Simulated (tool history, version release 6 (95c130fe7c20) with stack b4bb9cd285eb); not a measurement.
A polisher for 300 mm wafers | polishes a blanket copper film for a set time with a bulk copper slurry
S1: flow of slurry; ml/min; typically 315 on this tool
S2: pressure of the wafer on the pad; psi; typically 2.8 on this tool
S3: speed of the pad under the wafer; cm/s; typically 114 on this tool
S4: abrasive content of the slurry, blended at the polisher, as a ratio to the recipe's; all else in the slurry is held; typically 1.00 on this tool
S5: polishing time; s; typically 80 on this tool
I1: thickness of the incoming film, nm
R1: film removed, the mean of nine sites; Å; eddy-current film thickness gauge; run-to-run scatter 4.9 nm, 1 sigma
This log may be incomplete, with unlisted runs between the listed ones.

run 1 hour=0.0 | S1=315 S2=2.8 S3=114 S4=1.00 S5=80 | I1=4058.7 | R1=7240
-- hour=91.2 worn pad replaced by a new one
run 2 hour=93.2 | S1=315 S2=2.8 S3=114 S4=1.00 S5=80 | I1=4204.2 | R1=7291
run 3 hour=148.1 | S1=315 S2=2.8 S3=114 S4=1.00 S5=80 | I1=4094.7 | R1=7207
-- hour=177.2 slurry blender recalibrated
-- hour=244.7 head pressure recalibrated
run 4 hour=309.4 | S1=315 S2=2.8 S3=114 S4=1.00 S5=100 | I1=4117.0 | R1=9059
run 5 hour=355.9 | S1=315 S2=2.8 S3=114 S4=1.00 S5=80 | I1=4120.9 | R1=7322
-- hour=407.0 worn pad replaced by a new one
run 6 hour=427.1 | S1=315 S2=2.8 S3=114 S4=1.00 S5=80 | I1=4107.1 | R1=7280
run 7 hour=487.1 | S1=315 S2=2.8 S3=114 S4=1.00 S5=80 | I1=4079.3 | R1=7256
-- hour=521.2 slurry blender recalibrated
run 8 hour=577.3 | S1=315 S2=2.8 S3=114 S4=1.00 S5=80 | I1=4096.5 | R1=7308
-- hour=584.0 slurry nozzle cleaned
run 9 hour=668.0 | S1=315 S2=2.8 S3=114 S4=1.00 S5=80 | I1=4063.6 | R1=7235
-- hour=714.9 worn pad replaced by a new one
run 10 hour=736.7 | S1=315 S2=2.3 S3=114 S4=1.00 S5=80 | I1=4171.6 | R1=6115
run 11 hour=777.1 | S1=315 S2=2.8 S3=114 S4=1.00 S5=66 | I1=4124.6 | R1=6040
run 12 hour=833.9 | S1=315 S2=2.8 S3=114 S4=1.00 S5=66 | I1=4123.0 | R1=6029
-- hour=851.9 slurry blender recalibrated
run 13 hour=874.6 | S1=390 S2=2.4 S3=150 S4=1.00 S5=80 | I1=4127.1 | R1=8490
run 14 hour=941.8 | S1=315 S2=2.8 S3=114 S4=0.75 S5=67 | I1=4189.4 | R1=5717
run 15 hour=981.2 | S1=315 S2=2.8 S3=146 S4=1.00 S5=80 | I1=4103.5 | R1=9307
-- hour=997.9 head pressure recalibrated
-- hour=1039.5 worn pad replaced by a new one
run 16 hour=1040.7 | S1=315 S2=2.8 S3=114 S4=1.00 S5=80 | I1=4137.1 | R1=7257
run 17 hour=1132.7 | S1=315 S2=3.5 S3=114 S4=1.00 S5=80 | I1=4161.9 | R1=8826
-- hour=1149.3 slurry blender recalibrated
run 18 hour=1194.3 | S1=315 S2=2.8 S3=114 S4=1.00 S5=80 | I1=4109.7 | R1=7304
-- hour=1241.1 slurry nozzle cleaned
run 19 hour=1253.5 | S1=315 S2=2.8 S3=114 S4=0.85 S5=67 | I1=4109.1 | R1=5854
-- hour=1327.2 worn pad replaced by a new one
run 20 hour=1345.2 | S1=255 S2=2.8 S3=114 S4=0.90 S5=80 | I1=4075.5 | R1=6972
run 21 hour=1382.8 | S1=250 S2=2.0 S3=88 S4=1.00 S5=106 | I1=4068.4 | R1=5568
run 22 hour=1463.1 | S1=205 S2=2.8 S3=124 S4=1.00 S5=80 | I1=4120.2 | R1=7426
run 23 hour=1515.9 | S1=250 S2=2.1 S3=98 S4=1.00 S5=65 | I1=4150.1 | R1=3970
-- hour=1528.3 slurry blender recalibrated
run 24 hour=1597.0 | S1=395 S2=2.5 S3=96 S4=1.00 S5=60 | I1=4065.8 | R1=4259
run 25 hour=1691.3 | S1=315 S2=2.8 S3=114 S4=1.00 S5=80 | I1=4136.1 | R1=7171

What was the tool's hidden state at every run in the log?
removal rate lost through wear of the pad, %: 0 across all the runs
slurry flow missing at the pad, %: 0 across all the runs
deviation of the head's pressure from its setpoint, %: 0 across all the runs
abrasive missing from the slurry, %: 0 across all the runs
